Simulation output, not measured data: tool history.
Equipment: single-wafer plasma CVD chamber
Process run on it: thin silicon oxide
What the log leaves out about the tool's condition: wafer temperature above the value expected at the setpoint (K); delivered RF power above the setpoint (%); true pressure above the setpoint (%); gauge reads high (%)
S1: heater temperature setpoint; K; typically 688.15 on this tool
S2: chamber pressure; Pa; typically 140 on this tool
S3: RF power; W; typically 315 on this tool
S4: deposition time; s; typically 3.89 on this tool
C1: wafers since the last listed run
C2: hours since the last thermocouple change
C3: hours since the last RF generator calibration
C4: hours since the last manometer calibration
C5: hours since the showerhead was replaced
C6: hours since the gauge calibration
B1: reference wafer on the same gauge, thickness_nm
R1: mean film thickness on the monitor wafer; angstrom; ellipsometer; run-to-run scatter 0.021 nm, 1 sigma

run   hour      S1   S2   S3    S4   C1      C2      C3      C4      C5     C6     B1      R1
  1      0  688.15  140  315  3.89    0  2414.6  1860.3  1495.4  2132.6    316  7.298   85.63
  2   20.8  688.15  140  315  3.89  540  2435.4  1881.1  1516.2  2153.4  336.8  7.289    85.7
  3   36.9  688.15  140  315  3.89  418  2451.5  1897.2  1532.3  2169.5  352.9  7.299   85.72
  4   59.1  688.15  140  330  3.89  576  2473.7  1919.4  1554.5  2191.7  375.1  7.288   86.46
      91.5  -- gauge calibrated
  5   94.9  688.15  140  330  3.89  930  2509.5  1955.2  1590.3  2227.5    3.4   7.28   86.34
  6  116.2  688.15  140  315   3.7  553  2530.8  1976.5  1611.6  2248.8   24.7  7.292   81.44
  7  148.3  688.15  140  315   3.7  834  2562.9  2008.6  1643.7  2280.9   56.8  7.289   81.27
  8  170.4  688.15  140  315  3.89  574    2585  2030.7  1665.8    2303   78.9  7.286    85.4
  9  191.7  688.15  140  315  3.89  553  2606.3    2052  1687.1  2324.3  100.2  7.291   85.11
 10  214.2  688.15  140  315  3.63  584  2628.8  2074.5  1709.6  2346.8  122.7  7.294   79.56
 11  230.2  688.15  140  280  3.89  415  2644.8  2090.5  1725.6  2362.8  138.7  7.296   82.54
 12  249.8  688.15  140  280  3.89  509  2664.4  2110.1  1745.2  2382.4  158.3  7.296   82.35
 13  270.7  688.15  140  280  3.89  543  2685.3    2131  1766.1  2403.3  179.2  7.284   82.44
 14  302.9  688.15  111  355  4.63  836  2717.5  2163.2  1798.3  2435.5  211.4  7.281   84.47
     329.2  -- RF generator calibrated
 15  329.7  688.15  140  315  3.89  488  2744.3     0.5  1825.1  2462.3  238.2  7.289      85
     356.7  -- capacitance manometer re-zeroed and calibrated
 16  363.1  681.15  140  315  3.89  660  2777.7    33.9     6.4  2495.7  271.6  7.299   89.52
 17    387  678.15  113  350  3.39  621  2801.6    57.8    30.3  2519.6  295.5  7.288   67.89
     395.1  -- thermocouple changed; heater temperature recalibrated
 18  421.1  695.15  168  370  4.56  678      26    91.9    64.4  2553.7  329.6   7.29  122.68
 19  439.9  688.15  140  315  3.63  488    44.8   110.7    83.2  2572.5  348.4  7.288   82.87
     469.4  -- showerhead replaced
 20  472.7  688.15  140  315  3.89  644    77.6   143.5     116     3.3  381.2  7.287   88.67
     487.3  -- gauge calibrated
 21  505.3  702.15  165  265  4.15  847   110.2   176.1   148.6    35.9     18  7.291   99.59
 22  540.6  688.15  113  315  4.35  917   145.5   211.4   183.9    71.2   53.3  7.288   83.39
 23  566.8  688.15  140  315  3.89  680   171.7   237.6   210.1    97.4   79.5  7.287   89.12
 24  579.7  688.15  140  295  3.89  335   184.6   250.5     223   110.3   92.4  7.295   87.03
 25  612.6  688.15  107  315  3.23  854   217.5   283.4   255.9   143.2  125.3  7.281   58.33
 26  626.7  688.15  171  270  4.57  366   231.6   297.5     270   157.3  139.4  7.289  112.29
 27  648.3  680.15  171  315  3.89  561   253.2   319.1   291.6   178.9    161  7.287   100.9

Table of differences, measured result less the result of that run with no hidden state. Run-to-run variation is the same in both. Gauge scatter possibly is not:
run     R1
  1  -3.87
  2  -3.91
  3  -3.94
  4  -4.02
  5  -4.08
  6  -3.89
  7  -3.93
  8  -4.18
  9  -4.21
 10  -3.97
 11  -4.15
 12  -4.18
 13  -4.23
 14  -6.33
 15  -4.51
 16  -0.36
 17  -0.39
 18  -0.37
 19  -0.46
 20  -0.55
 21  -0.41
 22   -0.8
 23  -0.72
 24  -0.72
 25  -0.75
 26  -0.62
 27  -0.59
